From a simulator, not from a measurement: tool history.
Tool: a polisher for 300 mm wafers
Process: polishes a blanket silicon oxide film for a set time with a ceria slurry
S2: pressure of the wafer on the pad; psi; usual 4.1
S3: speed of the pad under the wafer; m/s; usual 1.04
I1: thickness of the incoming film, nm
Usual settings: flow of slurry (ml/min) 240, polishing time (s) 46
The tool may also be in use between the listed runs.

{"run": 1, "day": 0.0, "flow of slurry (ml/min)": 240, "S2": 4.1, "S3": 1.04, "polishing time (s)": 46, "I1": 1004.3, "film removed (Å)": 2428}
{"run": 2, "day": 0.546, "flow of slurry (ml/min)": 240, "S2": 4.1, "S3": 1.04, "polishing time (s)": 46, "I1": 1011.6, "film removed (Å)": 2457}
{"run": 3, "day": 1.996, "flow of slurry (ml/min)": 240, "S2": 4.1, "S3": 1.04, "polishing time (s)": 46, "I1": 1024.2, "film removed (Å)": 2462}
{"day": 2.671, "done": "worn pad replaced by a new one"}
{"run": 4, "day": 5.212, "flow of slurry (ml/min)": 240, "S2": 4.7, "S3": 1.04, "polishing time (s)": 46, "I1": 1007.5, "film removed (Å)": 2782}
{"day": 5.638, "done": "worn pad replaced by a new one"}
{"run": 5, "day": 5.946, "flow of slurry (ml/min)": 240, "S2": 4.7, "S3": 1.04, "polishing time (s)": 46, "I1": 1016, "film removed (Å)": 2699}
{"day": 6.442, "done": "slurry nozzle cleaned"}
{"run": 6, "day": 6.538, "flow of slurry (ml/min)": 240, "S2": 4.1, "S3": 1.04, "polishing time (s)": 46, "I1": 1013.6, "film removed (Å)": 2519}
{"run": 7, "day": 7.408, "flow of slurry (ml/min)": 240, "S2": 4.1, "S3": 1.04, "polishing time (s)": 46, "I1": 1010.2, "film removed (Å)": 2489}
{"run": 8, "day": 8.892, "flow of slurry (ml/min)": 240, "S2": 4.1, "S3": 1.04, "polishing time (s)": 46, "I1": 1022.9, "film removed (Å)": 2453}
{"day": 9.5, "done": "worn pad replaced by a new one"}
{"run": 9, "day": 9.521, "flow of slurry (ml/min)": 240, "S2": 4.1, "S3": 1.04, "polishing time (s)": 46, "I1": 1000.4, "film removed (Å)": 2514}
{"run": 10, "day": 10.879, "flow of slurry (ml/min)": 240, "S2": 4.1, "S3": 1.04, "polishing time (s)": 46, "I1": 1016.4, "film removed (Å)": 2490}
{"day": 11.417, "done": "head pressure recalibrated"}
{"run": 11, "day": 11.55, "flow of slurry (ml/min)": 240, "S2": 4.9, "S3": 1.04, "polishing time (s)": 57, "I1": 1015.7, "film removed (Å)": 3471}
{"run": 12, "day": 12.212, "flow of slurry (ml/min)": 195, "S2": 4.1, "S3": 0.8, "polishing time (s)": 46, "I1": 1009.4, "film removed (Å)": 2055}
{"day": 13.058, "done": "worn pad replaced by a new one"}
{"run": 13, "day": 13.079, "flow of slurry (ml/min)": 240, "S2": 4.1, "S3": 1.04, "polishing time (s)": 59, "I1": 1018.9, "film removed (Å)": 3120}
{"run": 14, "day": 13.721, "flow of slurry (ml/min)": 195, "S2": 4.1, "S3": 1.04, "polishing time (s)": 46, "I1": 1006.6, "film removed (Å)": 2427}
{"run": 15, "day": 14.604, "flow of slurry (ml/min)": 240, "S2": 3.5, "S3": 1.04, "polishing time (s)": 46, "I1": 1004.2, "film removed (Å)": 2225}
{"run": 16, "day": 15.288, "flow of slurry (ml/min)": 240, "S2": 4.1, "S3": 1.04, "polishing time (s)": 46, "I1": 1003.1, "film removed (Å)": 2519}
{"run": 17, "day": 16.417, "flow of slurry (ml/min)": 240, "S2": 4.1, "S3": 1.38, "polishing time (s)": 41, "I1": 998.5, "film removed (Å)": 2656}
{"day": 16.638, "done": "worn pad replaced by a new one"}
{"run": 18, "day": 17.379, "flow of slurry (ml/min)": 240, "S2": 4.1, "S3": 1.04, "polishing time (s)": 46, "I1": 1005.5, "film removed (Å)": 2519}

4 ways to go on from here, each from the tool as it stands after run 18. What would each give?
{"run": "A", "day": 17.396, "flow of slurry (ml/min)": 240, "S2": 4.1, "S3": 1.32, "polishing time (s)": 46, "I1": 1015.5, "film removed (Å)": "?"}
{"run": "B", "day": 17.396, "flow of slurry (ml/min)": 175, "S2": 4.1, "S3": 1.24, "polishing time (s)": 46, "I1": 1015.5, "film removed (Å)": "?"}
{"run": "C", "day": 17.396, "flow of slurry (ml/min)": 240, "S2": 3.7, "S3": 0.92, "polishing time (s)": 52, "I1": 1015.5, "film removed (Å)": "?"}
{"run": "D", "day": 17.396, "flow of slurry (ml/min)": 180, "S2": 3.5, "S3": 1.16, "polishing time (s)": 32, "I1": 1015.5, "film removed (Å)": "?"}

run=A film_removed_(Å)=2874
run=B film_removed_(Å)=2623
run=C film_removed_(Å)=2357
run=D film_removed_(Å)=1572
Without the tool's hidden state the same runs would have given:
run=A film_removed_(Å)=2874
run=B film_removed_(Å)=2623
run=C film_removed_(Å)=2357
run=D film_removed_(Å)=1572
